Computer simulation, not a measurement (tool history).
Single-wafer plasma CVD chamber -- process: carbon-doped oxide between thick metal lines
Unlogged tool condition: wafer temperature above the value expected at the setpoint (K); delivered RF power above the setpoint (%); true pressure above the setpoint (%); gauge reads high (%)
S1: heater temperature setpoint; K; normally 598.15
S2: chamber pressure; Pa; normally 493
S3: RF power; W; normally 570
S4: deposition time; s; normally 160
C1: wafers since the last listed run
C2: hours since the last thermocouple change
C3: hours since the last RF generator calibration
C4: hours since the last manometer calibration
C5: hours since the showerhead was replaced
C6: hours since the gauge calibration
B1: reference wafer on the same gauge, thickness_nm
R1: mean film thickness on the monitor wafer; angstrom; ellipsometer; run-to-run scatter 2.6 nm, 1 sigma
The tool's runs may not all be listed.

run 1 day=0.000 | S1=598.15 S2=493 S3=570 S4=160 | C1=0 C2=108.6 C3=218.0 C4=2584.1 C5=6329.4 C6=2777.6 | B1=1003.092 | R1=9056.26
run 2 day=4.221 | S1=598.15 S2=493 S3=570 S4=160 | C1=1187 C2=209.9 C3=319.3 C4=2685.4 C5=6430.7 C6=2878.9 | B1=1002.725 | R1=9124.13
-- day=5.729 capacitance manometer re-zeroed and calibrated
run 3 day=8.379 | S1=598.15 S2=493 S3=570 S4=160 | C1=1076 C2=309.7 C3=419.1 C4=63.6 C5=6530.5 C6=2978.7 | B1=1002.793 | R1=9046.70
run 4 day=12.525 | S1=598.15 S2=493 S3=570 S4=160 | C1=1166 C2=409.2 C3=518.6 C4=163.1 C5=6630.0 C6=3078.2 | B1=1002.254 | R1=9136.77
-- day=13.712 showerhead replaced
run 5 day=14.421 | S1=598.15 S2=493 S3=620 S4=160 | C1=439 C2=454.7 C3=564.1 C4=208.6 C5=17.0 C6=3123.7 | B1=1002.730 | R1=9628.65
run 6 day=17.150 | S1=598.15 S2=493 S3=620 S4=160 | C1=767 C2=520.2 C3=629.6 C4=274.1 C5=82.5 C6=3189.2 | B1=1002.565 | R1=9637.81
run 7 day=20.571 | S1=610.15 S2=401 S3=570 S4=160 | C1=962 C2=602.3 C3=711.7 C4=356.2 C5=164.6 C6=3271.3 | B1=1002.772 | R1=8572.90
run 8 day=22.879 | S1=598.15 S2=493 S3=570 S4=160 | C1=649 C2=657.7 C3=767.1 C4=411.6 C5=220.0 C6=3326.7 | B1=1002.808 | R1=9078.28
run 9 day=24.975 | S1=598.15 S2=599 S3=570 S4=151 | C1=589 C2=708.0 C3=817.4 C4=461.9 C5=270.3 C6=3377.0 | B1=1003.354 | R1=8761.40
run 10 day=27.300 | S1=598.15 S2=493 S3=570 S4=160 | C1=654 C2=763.8 C3=873.2 C4=517.7 C5=326.1 C6=3432.8 | B1=1002.437 | R1=9110.33
run 11 day=31.100 | S1=610.15 S2=431 S3=570 S4=160 | C1=1069 C2=855.0 C3=964.4 C4=608.9 C5=417.3 C6=3524.0 | B1=1002.043 | R1=8583.42
run 12 day=35.529 | S1=605.15 S2=399 S3=570 S4=160 | C1=1246 C2=961.3 C3=1070.7 C4=715.2 C5=523.6 C6=3630.3 | B1=1003.065 | R1=8662.26
-- day=37.438 gauge calibrated
run 13 day=39.725 | S1=598.15 S2=493 S3=570 S4=160 | C1=1180 C2=1062.0 C3=1171.4 C4=815.9 C5=624.3 C6=54.9 | B1=1003.159 | R1=9048.74
run 14 day=43.421 | S1=598.15 S2=493 S3=535 S4=129 | C1=1039 C2=1150.7 C3=1260.1 C4=904.6 C5=713.0 C6=143.6 | B1=1003.080 | R1=6959.79
run 15 day=45.554 | S1=583.15 S2=419 S3=505 S4=185 | C1=600 C2=1201.9 C3=1311.3 C4=955.8 C5=764.2 C6=194.8 | B1=1003.592 | R1=10046.77
-- day=49.129 thermocouple changed; heater temperature recalibrated
run 16 day=49.338 | S1=609.15 S2=600 S3=570 S4=145 | C1=970 C2=5.0 C3=1402.1 C4=1046.6 C5=855.0 C6=285.6 | B1=1002.335 | R1=7873.12
run 17 day=53.692 | S1=598.15 S2=540 S3=615 S4=160 | C1=1224 C2=109.5 C3=1506.6 C4=1151.1 C5=959.5 C6=390.1 | B1=1003.109 | R1=9498.86
run 18 day=56.108 | S1=598.15 S2=385 S3=570 S4=160 | C1=679 C2=167.5 C3=1564.6 C4=1209.1 C5=1017.5 C6=448.1 | B1=1002.415 | R1=8760.18
-- day=57.817 RF generator calibrated
run 19 day=59.350 | S1=598.15 S2=493 S3=570 S4=160 | C1=818 C2=245.3 C3=36.8 C4=1286.9 C5=1095.3 C6=525.9 | B1=1002.855 | R1=9193.31
run 20 day=63.833 | S1=598.15 S2=493 S3=570 S4=160 | C1=1261 C2=352.9 C3=144.4 C4=1394.5 C5=1202.9 C6=633.5 | B1=1002.980 | R1=9208.51
run 21 day=67.821 | S1=598.15 S2=444 S3=530 S4=178 | C1=1121 C2=448.6 C3=240.1 C4=1490.2 C5=1298.6 C6=729.2 | B1=1003.517 | R1=9584.51
run 22 day=69.350 | S1=598.15 S2=493 S3=680 S4=182 | C1=430 C2=485.3 C3=276.8 C4=1526.9 C5=1335.3 C6=765.9 | B1=1004.142 | R1=11791.98
run 23 day=73.721 | S1=612.15 S2=573 S3=570 S4=177 | C1=1229 C2=590.2 C3=381.7 C4=1631.8 C5=1440.2 C6=870.8 | B1=1003.170 | R1=9794.11
run 24 day=76.512 | S1=598.15 S2=493 S3=570 S4=134 | C1=785 C2=657.2 C3=448.7 C4=1698.8 C5=1507.2 C6=937.8 | B1=1003.335 | R1=7700.51
run 25 day=80.767 | S1=598.15 S2=493 S3=570 S4=160 | C1=1196 C2=759.3 C3=550.8 C4=1800.9 C5=1609.3 C6=1039.9 | B1=1003.657 | R1=9179.19
run 26 day=84.371 | S1=598.15 S2=493 S3=570 S4=160 | C1=1013 C2=845.8 C3=637.3 C4=1887.4 C5=1695.8 C6=1126.4 | B1=1003.015 | R1=9130.53
run 27 day=87.708 | S1=598.15 S2=493 S3=500 S4=173 | C1=938 C2=925.9 C3=717.4 C4=1967.5 C5=1775.9 C6=1206.5 | B1=1002.489 | R1=8956.45

Measured less the same run without the tool's hidden state. The same run-to-run variation is in both; the gauge's scatter may not be:
run=1 R1=-25.10
run=2 R1=-18.48
run=3 R1=-15.48
run=4 R1=-14.62
run=5 R1=-15.01
run=6 R1=-15.12
run=7 R1=-37.87
run=8 R1=-16.81
run=9 R1=-17.43
run=10 R1=-19.65
run=11 R1=-48.56
run=12 R1=-41.51
run=13 R1=-28.20
run=14 R1=-28.34
run=15 R1=-16.00
run=16 R1=-203.66
run=17 R1=-187.08
run=18 R1=-153.92
run=19 R1=+107.09
run=20 R1=+91.55
run=21 R1=+77.64
run=22 R1=+98.72
run=23 R1=+28.76
run=24 R1=+43.11
run=25 R1=+39.71
run=26 R1=+30.13
run=27 R1=+10.68
